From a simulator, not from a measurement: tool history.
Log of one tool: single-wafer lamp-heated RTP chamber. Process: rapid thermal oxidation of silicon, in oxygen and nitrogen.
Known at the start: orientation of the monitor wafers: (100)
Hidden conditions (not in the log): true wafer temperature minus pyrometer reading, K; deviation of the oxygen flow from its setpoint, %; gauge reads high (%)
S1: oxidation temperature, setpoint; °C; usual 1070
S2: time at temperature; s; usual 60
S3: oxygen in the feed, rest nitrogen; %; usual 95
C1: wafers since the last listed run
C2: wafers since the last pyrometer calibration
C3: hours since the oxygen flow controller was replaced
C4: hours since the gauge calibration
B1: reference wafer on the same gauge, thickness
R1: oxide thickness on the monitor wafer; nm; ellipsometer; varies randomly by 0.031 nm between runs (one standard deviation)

run   hour    S1  S2  S3   C1    C2      C3     C4     B1      R1
  1      0  1070  60  95    0  4876  4331.5   74.1  9.629   9.439
  2   15.5  1070  60  98  236  5112    4347   89.6  9.642   9.605
  3   26.2  1070  60  98  163  5276  4357.7  100.3  9.625   9.571
  4   48.3  1070  60  98  337  5614  4379.8  122.4  9.633   9.634
  5   54.5  1070  60  95   94  5708    4386  128.6  9.628   9.507
  6   68.8  1070  60  95  218  5927  4400.3  142.9  9.631   9.565
  7   75.6  1070  60  95  103  6031  4407.1  149.7  9.637   9.555
  8   86.9  1070  43  98  172  6204  4418.4    161  9.633   8.378
  9   95.1  1070  60  95  125  6329  4426.6  169.2  9.622   9.651
     104.9  -- pyrometer window cleaned and pyrometer calibrated
 10  105.6  1070  60  95   38    11  4437.1  179.7  9.634  10.078
 11  118.1  1070  41  86  191   202  4449.6  192.2  9.625   8.263
 12  165.5  1070  41  86  724   926    4497  239.6  9.634   8.245
     177.6  -- pyrometer window cleaned and pyrometer calibrated, repeated, since the last time left the tool worse
 13  178.8  1070  60  95   80    17  4510.3  252.9  9.631   9.307
 14  191.3  1053  60  95  191   208  4522.8  265.4  9.629     8.3
     204.9  -- oxygen flow controller replaced
 15  205.4  1070  60  95   93   302     0.5  279.5  9.628   9.294
 16  216.4  1059  60  98  168   470    11.5  290.5  9.631   8.732
     224.1  -- gauge calibrated
 17  226.1  1070  60  95  148   618    21.2      2  9.626   9.296
 18  239.1  1047  38  98  198   817    34.2     15  9.632   6.609
 19    249  1052  77  98  151   968    44.1   24.9  9.631   9.333
 20  261.9  1070  38  95  197  1165      57   37.8  9.629   7.604
 21  279.3  1070  60  95  265  1431    74.4   55.2  9.628   9.354
 22  293.1  1054  33  79  210  1642    88.2     69  9.631   6.018
 23  303.6  1097  60  95  160  1802    98.7   79.5  9.632  11.061
 24  320.1  1088  78  95  252  2055   115.2     96  9.619  11.808
 25  331.5  1099  60  78  174  2229   126.6  107.4  9.628  10.469

5 options for the next run, each taken on its own from the tool as it stands now. Forecast them:
  A  331.9  1070  60  66   6  2235  127  107.8   ?   ?
  B  331.9  1094  74  95   6  2235  127  107.8   ?   ?
  C  331.9  1058  60  95   6  2235  127  107.8   ?   ?
  D  331.9  1094  60  80   6  2235  127  107.8   ?   ?
  E  331.9  1070  52  98   6  2235  127  107.8   ?   ?

run     B1      R1
  A  9.632   8.163
  B  9.632  11.949
  C  9.632   8.581
  D  9.632  10.219
  E  9.632   8.822
Had the tool no hidden state, the same runs would have come out as:
run      R1
  A   8.099
  B  11.859
  C   8.512
  D  10.142
  E   8.753
